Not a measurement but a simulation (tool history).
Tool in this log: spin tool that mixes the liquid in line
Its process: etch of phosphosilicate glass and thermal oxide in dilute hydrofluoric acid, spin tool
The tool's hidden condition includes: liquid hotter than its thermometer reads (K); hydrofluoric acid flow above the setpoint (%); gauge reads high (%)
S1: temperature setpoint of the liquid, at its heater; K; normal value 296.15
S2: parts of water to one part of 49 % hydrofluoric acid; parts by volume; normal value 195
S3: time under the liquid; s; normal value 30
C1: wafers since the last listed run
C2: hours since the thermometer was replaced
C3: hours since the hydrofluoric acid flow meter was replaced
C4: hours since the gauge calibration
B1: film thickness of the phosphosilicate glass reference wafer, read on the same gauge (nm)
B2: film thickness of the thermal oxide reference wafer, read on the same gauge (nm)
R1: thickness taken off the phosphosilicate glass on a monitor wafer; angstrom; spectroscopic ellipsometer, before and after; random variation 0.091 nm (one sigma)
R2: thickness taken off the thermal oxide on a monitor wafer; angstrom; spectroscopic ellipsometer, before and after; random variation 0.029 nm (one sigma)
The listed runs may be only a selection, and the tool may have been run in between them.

run,hour,S1,S2,S3,C1,C2,C3,C4,B1,B2,R1,R2
1,0.0,296.15,195,15,0,1790.9,1660.8,185.5,150.00,69.996,127.4,4.11
2,52.5,296.15,195,30,559,1843.4,1713.3,238.0,150.02,70.017,255.0,8.35
3,96.5,296.15,195,40,469,1887.4,1757.3,282.0,149.98,69.993,339.9,10.06
4,129.5,296.15,195,40,351,1920.4,1790.3,315.0,150.01,70.014,340.7,11.79
5,174.7,296.15,195,30,481,1965.6,1835.5,360.2,150.02,69.977,257.0,7.81
6,224.1,296.15,195,30,526,2015.0,1884.9,409.6,149.99,70.007,259.2,7.79
7,281.0,296.15,195,30,606,2071.9,1941.8,466.5,150.01,69.980,259.7,8.20
8,339.1,296.15,195,30,619,2130.0,1999.9,524.6,149.98,69.980,261.0,7.88
9,371.3,296.15,195,30,343,2162.2,2032.1,556.8,149.97,69.998,260.9,7.64
10,421.2,296.15,195,30,532,2212.1,2082.0,606.7,149.98,70.005,263.7,8.33
11,492.8,292.65,195,40,763,2283.7,2153.6,678.3,150.00,70.002,308.3,9.34
12,517.9,300.65,100,15,267,2308.8,2178.7,703.4,150.00,70.020,338.2,10.53
13,547.5,296.15,140,45,315,2338.4,2208.3,733.0,150.01,70.024,588.9,19.06
14,587.8,300.65,275,45,429,2378.7,2248.6,773.3,150.00,69.999,303.8,10.49
# hour 603.0: hydrofluoric acid flow meter replaced
# hour 635.6: gauge calibrated
15,650.7,296.15,195,40,659,2441.6,47.7,15.1,150.01,70.020,320.0,10.12
16,679.4,296.15,245,30,305,2470.3,76.4,43.8,150.03,70.014,181.1,5.62
17,735.5,299.15,195,30,598,2526.4,132.5,99.9,150.02,69.996,270.2,8.00
18,799.4,294.15,220,15,681,2590.3,196.4,163.8,150.00,70.030,98.6,3.07
19,831.8,296.15,195,30,345,2622.7,228.8,196.2,150.00,69.989,242.1,7.49
# hour 892.0: thermometer replaced
20,898.3,296.15,115,30,698,6.3,295.3,262.7,149.99,69.995,414.0,13.22
21,936.9,299.65,140,30,411,44.9,333.9,301.3,150.00,70.001,379.9,11.47
22,980.8,292.15,110,15,468,88.8,377.8,345.2,150.00,70.014,187.0,6.23
23,1034.0,296.15,195,25,567,142.0,431.0,398.4,150.01,69.995,189.0,5.50
24,1079.9,300.15,195,30,489,187.9,476.9,444.3,150.00,69.987,264.1,7.94
25,1105.7,296.15,235,45,275,213.7,502.7,470.1,150.04,70.002,272.8,8.27
26,1161.5,296.15,195,30,594,269.5,558.5,525.9,149.99,70.013,229.8,7.23

Alternative continuations, all from the tool just after run 26; predict every row:
A,1161.9,296.15,230,30,4,269.9,558.9,526.3,?,?,?,?
B,1161.9,296.15,195,45,4,269.9,558.9,526.3,?,?,?,?
C,1161.9,296.15,155,20,4,269.9,558.9,526.3,?,?,?,?
D,1161.9,299.15,250,45,4,269.9,558.9,526.3,?,?,?,?

run,B1,B2,R1,R2
A,149.98,70.014,186.6,5.86
B,149.98,70.014,342.2,10.74
C,149.98,70.014,199.7,6.27
D,149.98,70.014,280.8,8.82
Stripped of hidden state, with their random variation kept, the same runs would have yielded:
run,R1,R2
A,178.5,5.60
B,327.5,10.28
C,191.2,6.00
D,268.6,8.43
